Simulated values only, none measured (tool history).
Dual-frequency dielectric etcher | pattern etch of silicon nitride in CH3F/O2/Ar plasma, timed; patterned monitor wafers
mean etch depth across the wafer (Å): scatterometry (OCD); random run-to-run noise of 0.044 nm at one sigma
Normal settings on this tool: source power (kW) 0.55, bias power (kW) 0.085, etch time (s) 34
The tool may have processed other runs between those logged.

run,day,source power (kW),bias power (kW),etch time (s),wafers since the last listed run,hours since the last wet clean,hours since the last source power generator calibration,hours since the last bias power generator calibration,hours since the last upper electrode change,hours since the gauge calibration,"read-back reference wafer on the same gauge, depth_nm",mean etch depth across the wafer (Å)
1,0,0.61,0.085,34,0,451.4,4438.6,3778.9,2574.7,72.9,24.11,302
2,0.725,0.61,0.085,34,288,468.8,4456,3796.3,2592.1,90.3,24.1,301.1
3,1.254,0.61,0.085,34,210,481.5,4468.7,3809,2604.8,103,24.11,301.2
4,1.954,0.55,0.085,34,278,498.3,4485.5,3825.8,2621.6,119.8,24.1,283.1
5,2.596,0.55,0.085,34,255,513.7,4500.9,3841.2,2637,135.2,24.1,284
6,3.338,0.55,0.085,34,295,531.5,4518.7,3859,2654.8,153,24.09,282.9
7,3.979,0.55,0.085,27,255,546.9,4534.1,3874.4,2670.2,168.4,24.09,224.3
# day 4.608: bias power generator calibrated
# day 4.979: wet clean of the chamber
8,5,0.55,0.085,27,191,0.5,4558.6,9.4,2694.7,192.9,24.11,230.2
9,5.012,0.55,0.085,27,4,0.8,4558.9,9.7,2695,193.2,24.09,230
10,5.533,0.55,0.085,34,207,13.3,4571.4,22.2,2707.5,205.7,24.1,289.3
11,6.058,0.55,0.085,34,209,25.9,4584,34.8,2720.1,218.3,24.1,289.2
12,6.379,0.55,0.085,34,127,33.6,4591.7,42.5,2727.8,226,24.1,288.9
# day 6.496: gauge calibrated
13,7.021,0.55,0.085,34,255,49,4607.1,57.9,2743.2,12.6,24.1,288.9
# day 7.25: source power generator calibrated
14,7.538,0.55,0.085,34,139,61.4,6.9,70.3,2755.6,25,24.1,289.1
15,8.029,0.55,0.085,28.5,195,73.2,18.7,82.1,2767.4,36.8,24.1,241.7
16,8.367,0.55,0.085,34,134,81.3,26.8,90.2,2775.5,44.9,24.09,288.3
17,8.633,0.55,0.085,34,106,87.7,33.2,96.6,2781.9,51.3,24.09,288.7
18,9,0.62,0.085,27,146,96.5,42,105.4,2790.7,60.1,24.1,245.4
# day 10.542: upper electrode replaced
19,10.562,0.63,0.09,26,224,134,79.5,142.9,0.5,97.6,24.11,243.9
20,10.579,0.66,0.07,34,6,134.4,79.9,143.3,0.9,98,24.1,292.7
21,10.592,0.44,0.096,26.5,4,134.7,80.2,143.6,1.2,98.3,24.1,206.1
22,10.792,0.62,0.085,34,79,139.5,85,148.4,6,103.1,24.1,308
23,11.412,0.55,0.085,34,247,154.4,99.9,163.3,20.9,118,24.09,288.3
24,12.121,0.55,0.096,39.5,282,171.4,116.9,180.3,37.9,135,24.11,353.8
25,12.442,0.55,0.091,34,127,179.1,124.6,188,45.6,142.7,24.1,295.6
26,13.038,0.55,0.085,34,237,193.4,138.9,202.3,59.9,157,24.1,286.8
27,13.617,0.55,0.085,34,230,207.3,152.8,216.2,73.8,170.9,24.1,286.7
28,14.15,0.55,0.085,42,212,220.1,165.6,229,86.6,183.7,24.1,353.9

Hidden condition of the tool, last listed run before each entry between runs versus first listed run after:
In the gap between runs 7 and 8: bias power generator calibrated (day 4.608); wet clean of the chamber (day 4.979)
  etch rate over this chamber's usual, %: -2.61 -> -0.267
  measured less the result without the state, mean etch depth across the wafer (Å): -6 -> -0.6
In the gap between runs 12 and 13: gauge calibrated (day 6.496)
  etch rate over this chamber's usual, %: -0.425 -> -0.498
  measured less the result without the state, mean etch depth across the wafer (Å): -1.2 -> -1.5
In the gap between runs 13 and 14: source power generator calibrated (day 7.25)
  etch rate over this chamber's usual, %: -0.498 -> -0.557
  measured less the result without the state, mean etch depth across the wafer (Å): -1.5 -> -1.6
In the gap between runs 18 and 19: upper electrode replaced (day 10.542)
  etch rate over this chamber's usual, %: -0.725 -> -0.903
  measured less the result without the state, mean etch depth across the wafer (Å): -1.8 -> -2.2
